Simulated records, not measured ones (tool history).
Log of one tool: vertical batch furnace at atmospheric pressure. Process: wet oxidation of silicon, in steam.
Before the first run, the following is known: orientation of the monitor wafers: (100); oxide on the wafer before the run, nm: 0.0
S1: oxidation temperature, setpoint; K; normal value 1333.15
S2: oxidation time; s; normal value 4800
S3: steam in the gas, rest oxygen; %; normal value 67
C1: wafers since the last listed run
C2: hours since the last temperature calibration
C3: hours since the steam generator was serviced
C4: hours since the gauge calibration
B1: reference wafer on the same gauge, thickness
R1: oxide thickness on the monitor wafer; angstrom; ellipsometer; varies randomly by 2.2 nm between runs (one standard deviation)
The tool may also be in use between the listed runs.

run    hour       S1    S2  S3    C1      C2      C3      C4      B1      R1
  1     0.0  1333.15  4800  67     0  1228.5  1713.1   719.9  725.73  6070.7
  2    95.1  1333.15  4800  67  1491  1323.6  1808.2   815.0  725.52  6059.8
  3   163.0  1333.15  4800  67  1064  1391.5  1876.1   882.9  725.37  6103.5
  4   377.9  1333.15  4800  67  3370  1606.4  2091.0  1097.8  725.71  6076.5
  5   433.6  1333.15  4800  67   873  1662.1  2146.7  1153.5  725.54  6113.2
  6   489.7  1333.15  4800  67   879  1718.2  2202.8  1209.6  725.97  6066.2
  7   812.0  1318.15  4800  61  5054  2040.5  2525.1  1531.9  726.35  5361.2
  8   871.0  1318.15  4800  61   925  2099.5  2584.1  1590.9  725.59  5397.8
  9   923.0  1338.15  4800  67   815  2151.5  2636.1  1642.9  726.44  6310.5
 10   974.0  1338.15  4800  67   799  2202.5  2687.1  1693.9  724.54  6290.5
 11  1038.3  1333.15  4800  67  1008  2266.8  2751.4  1758.2  726.47  6179.5
     1126.1  -- thermocouples replaced and temperature profile calibrated
 12  1137.9  1333.15  4800  67  1185    11.8  2851.0  1857.8  725.97  5959.4
 13  1192.8  1333.15  4800  67   861    66.7  2905.9  1912.7  726.67  6010.4
 14  1259.2  1340.15  4800  67  1041   133.1  2972.3  1979.1  725.54  6250.5
 15  1353.9  1340.15  4800  67  1485   227.8  3067.0  2073.8  726.40  6218.5
 16  1398.9  1340.15  4800  67   705   272.8  3112.0  2118.8  725.45  6177.5
 17  1485.3  1333.15  3120  63  1355   359.2  3198.4  2205.2  725.21  4454.1
     1515.4  -- gauge calibrated
 18  1532.6  1321.15  4800  59   741   406.5  3245.7    17.2  726.07  5221.3
 19  1587.5  1325.15  6330  77   861   461.4  3300.6    72.1  725.86  7381.0
 20  1669.5  1333.15  4800  67  1286   543.4  3382.6   154.1  726.53  6008.2
 21  1717.1  1333.15  4800  67   746   591.0  3430.2   201.7  725.44  6029.1
 22  1812.9  1352.15  2820  67  1502   686.8  3526.0   297.5  725.59  4782.9
 23  1902.4  1357.15  6960  64  1403   776.3  3615.5   387.0  725.43  8088.9
 24  1990.0  1343.15  4800  79  1373   863.9  3703.1   474.6  726.26  6910.6
     2022.1  -- steam generator serviced
 25  2079.4  1333.15  4800  67  1025   953.3    57.3   564.0  725.41  6180.6
 26  2159.7  1342.15  4800  67  1259  1033.6   137.6   644.3  725.48  6465.4
 27  2251.2  1321.15  6630  72  1435  1125.1   229.1   735.8  726.15  7339.4
 28  2323.7  1333.15  4800  67  1137  1197.6   301.6   808.3  725.92  6202.5
 29  2382.7  1333.15  4800  78   925  1256.6   360.6   867.3  726.18  6741.2
 30  2442.6  1333.15  4800  67   939  1316.5   420.5   927.2  725.82  6147.3
 31  2534.8  1357.15  2970  57  1446  1408.7   512.7  1019.4  726.32  4743.8
 32  2660.4  1326.15  2820  76  1969  1534.3   638.3  1145.0  725.20  4623.2
 33  2714.7  1333.15  3990  63   851  1588.6   692.6  1199.3  725.12  5294.3
 34  2936.8  1350.15  5430  67  3483  1810.7   914.7  1421.4  726.57  7141.4
     3042.7  -- thermocouples replaced and temperature profile calibrated
 35  3043.2  1333.15  4800  67  1292     0.5  1021.1  1527.8  725.54  6049.2

3 ways to go on from here, each from the tool as it stands after run 35. What would each give?
  A  3048.9  1333.15  4800  73  89  6.2  1026.8  1533.5   ?   ?
  B  3048.9  1333.15  2610  71  89  6.2  1026.8  1533.5   ?   ?
  C  3048.9  1318.15  2460  58  89  6.2  1026.8  1533.5   ?   ?

run      B1      R1
  A  725.41  6381.3
  B  725.41  4327.9
  C  725.41  3328.4
Had the tool no hidden state, the same runs would have come out as:
run      R1
  A  6476.7
  B  4395.4
  C  3383.3

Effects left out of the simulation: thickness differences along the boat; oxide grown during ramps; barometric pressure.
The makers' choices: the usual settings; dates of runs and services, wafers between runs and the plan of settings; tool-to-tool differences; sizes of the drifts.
